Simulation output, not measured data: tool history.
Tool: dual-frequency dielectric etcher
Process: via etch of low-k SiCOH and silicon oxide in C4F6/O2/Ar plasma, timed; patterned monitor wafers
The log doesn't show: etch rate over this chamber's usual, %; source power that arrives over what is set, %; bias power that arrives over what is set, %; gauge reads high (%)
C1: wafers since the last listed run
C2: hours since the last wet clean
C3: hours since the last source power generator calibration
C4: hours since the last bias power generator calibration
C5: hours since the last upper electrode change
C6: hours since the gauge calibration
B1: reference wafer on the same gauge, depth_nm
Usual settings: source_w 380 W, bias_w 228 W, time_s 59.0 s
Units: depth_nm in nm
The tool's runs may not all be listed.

Run 1, hour 0.0: usual settings; C1 0; C2 383.9; C3 1606.3; C4 2064.3; C5 3404.6; C6 1620.6; B1 218.7. Result: depth_nm 185.5 nm.
At hour 43.4: gauge calibrated.
Run 2, hour 53.2: usual settings but time_s 63.0 s; C1 717; C2 437.1; C3 1659.5; C4 2117.5; C5 3457.8; C6 9.8; B1 211.9. Result: depth_nm 193.0 nm.
At hour 94.1: wet clean of the chamber.
Run 3, hour 150.2: usual settings; C1 984; C2 56.1; C3 1756.5; C4 2214.5; C5 3554.8; C6 106.8; B1 213.8. Result: depth_nm 185.1 nm.
Run 4, hour 219.1: usual settings; C1 929; C2 125.0; C3 1825.4; C4 2283.4; C5 3623.7; C6 175.7; B1 214.7. Result: depth_nm 184.9 nm.
Run 5, hour 307.0: usual settings; C1 1185; C2 212.9; C3 1913.3; C4 2371.3; C5 3711.6; C6 263.6; B1 216.2. Result: depth_nm 183.1 nm.
Run 6, hour 374.6: usual settings but source_w 320 W, time_s 47.5 s; C1 912; C2 280.5; C3 1980.9; C4 2438.9; C5 3779.2; C6 331.2; B1 217.1. Result: depth_nm 141.5 nm.
Run 7, hour 416.5: usual settings but source_w 300 W; C1 565; C2 322.4; C3 2022.8; C4 2480.8; C5 3821.1; C6 373.1; B1 216.8. Result: depth_nm 175.0 nm.
Run 8, hour 469.6: usual settings; C1 716; C2 375.5; C3 2075.9; C4 2533.9; C5 3874.2; C6 426.2; B1 218.0. Result: depth_nm 187.5 nm.
At hour 521.7: wet clean of the chamber.
Run 9, hour 526.9: usual settings but source_w 420 W; C1 449; C2 5.2; C3 2133.2; C4 2591.2; C5 3931.5; C6 483.5; B1 218.8. Result: depth_nm 190.9 nm.
Run 10, hour 600.8: usual settings but source_w 420 W; C1 997; C2 79.1; C3 2207.1; C4 2665.1; C5 4005.4; C6 557.4; B1 219.3. Result: depth_nm 191.6 nm.
Run 11, hour 700.7: usual settings but source_w 420 W; C1 1347; C2 179.0; C3 2307.0; C4 2765.0; C5 4105.3; C6 657.3; B1 219.5. Result: depth_nm 192.4 nm.
Run 12, hour 793.0: usual settings but source_w 310 W; C1 1245; C2 271.3; C3 2399.3; C4 2857.3; C5 4197.6; C6 749.6; B1 220.1. Result: depth_nm 178.9 nm.
Run 13, hour 837.2: usual settings but bias_w 179 W, time_s 68.0 s; C1 596; C2 315.5; C3 2443.5; C4 2901.5; C5 4241.8; C6 793.8; B1 221.4. Result: depth_nm 207.2 nm.
At hour 850.1: bias power generator calibrated.
Run 14, hour 907.9: usual settings but time_s 72.5 s; C1 899; C2 386.2; C3 2514.2; C4 57.8; C5 4312.5; C6 864.5; B1 220.5. Result: depth_nm 233.1 nm.
At hour 977.8: wet clean of the chamber.
Run 15, hour 978.3: usual settings but bias_w 247 W, time_s 72.0 s; C1 625; C2 0.5; C3 2584.6; C4 128.2; C5 4382.9; C6 934.9; B1 221.7. Result: depth_nm 233.5 nm.
At hour 1177.8: upper electrode replaced.
Run 16, hour 1236.6: usual settings but bias_w 183 W; C1 3160; C2 258.8; C3 2842.9; C4 386.5; C5 58.8; C6 1193.2; B1 222.7. Result: depth_nm 179.2 nm.
Run 17, hour 1337.1: usual settings but source_w 310 W, bias_w 196 W, time_s 54.5 s; C1 1355; C2 359.3; C3 2943.4; C4 487.0; C5 159.3; C6 1293.7; B1 221.8. Result: depth_nm 158.9 nm.
At hour 1391.5: wet clean of the chamber.
Run 18, hour 1442.9: usual settings but time_s 63.0 s; C1 1103; C2 51.4; C3 3049.2; C4 592.8; C5 265.1; C6 1399.5; B1 222.2. Result: depth_nm 205.8 nm.
At hour 1465.8: source power generator calibrated.
At hour 1482.4: gauge calibrated.
Run 19, hour 1525.9: usual settings but bias_w 186 W, time_s 70.5 s; C1 1065; C2 134.4; C3 60.1; C4 675.8; C5 348.1; C6 43.5; B1 210.7. Result: depth_nm 205.2 nm.
Run 20, hour 1630.6: usual settings but source_w 310 W, bias_w 213 W, time_s 46.0 s; C1 1412; C2 239.1; C3 164.8; C4 780.5; C5 452.8; C6 148.2; B1 212.6. Result: depth_nm 133.7 nm.
Run 21, hour 1712.0: usual settings but source_w 350 W, time_s 69.5 s; C1 1098; C2 320.5; C3 246.2; C4 861.9; C5 534.2; C6 229.6; B1 214.7. Result: depth_nm 212.9 nm.
Run 22, hour 1811.5: usual settings but source_w 300 W; C1 1342; C2 420.0; C3 345.7; C4 961.4; C5 633.7; C6 329.1; B1 215.2. Result: depth_nm 172.0 nm.
At hour 1873.0: wet clean of the chamber.
Run 23, hour 1909.7: usual settings but time_s 68.5 s; C1 1001; C2 36.7; C3 443.9; C4 1059.6; C5 731.9; C6 427.3; B1 216.8. Result: depth_nm 212.4 nm.

Hidden state or all else? Some run-to-run changes of depth_nm, split into what the settings, what came in and random variation would give without the hidden state, and what is left for the hidden state (with any gauge scatter that isn't in both results):
Run 1 -> 2: time_s 59.0 -> 63.0, gauge calibrated. depth_nm +7.5 nm: hidden state -6.6, all else +14.1.
Run 18 -> 19: bias_w 228 -> 186, time_s 63.0 -> 70.5, source power generator calibrated, gauge calibrated. depth_nm -0.6 nm: hidden state -10.6, all else +10.0.
Run 19 -> 20: source_w 380 -> 310, bias_w 186 -> 213, time_s 70.5 -> 46.0. depth_nm -71.5 nm: hidden state +0.7, all else -72.2.
Run 20 -> 21: source_w 310 -> 350, bias_w 213 -> 228, time_s 46.0 -> 69.5. depth_nm +79.2 nm: hidden state +2.7, all else +76.5.
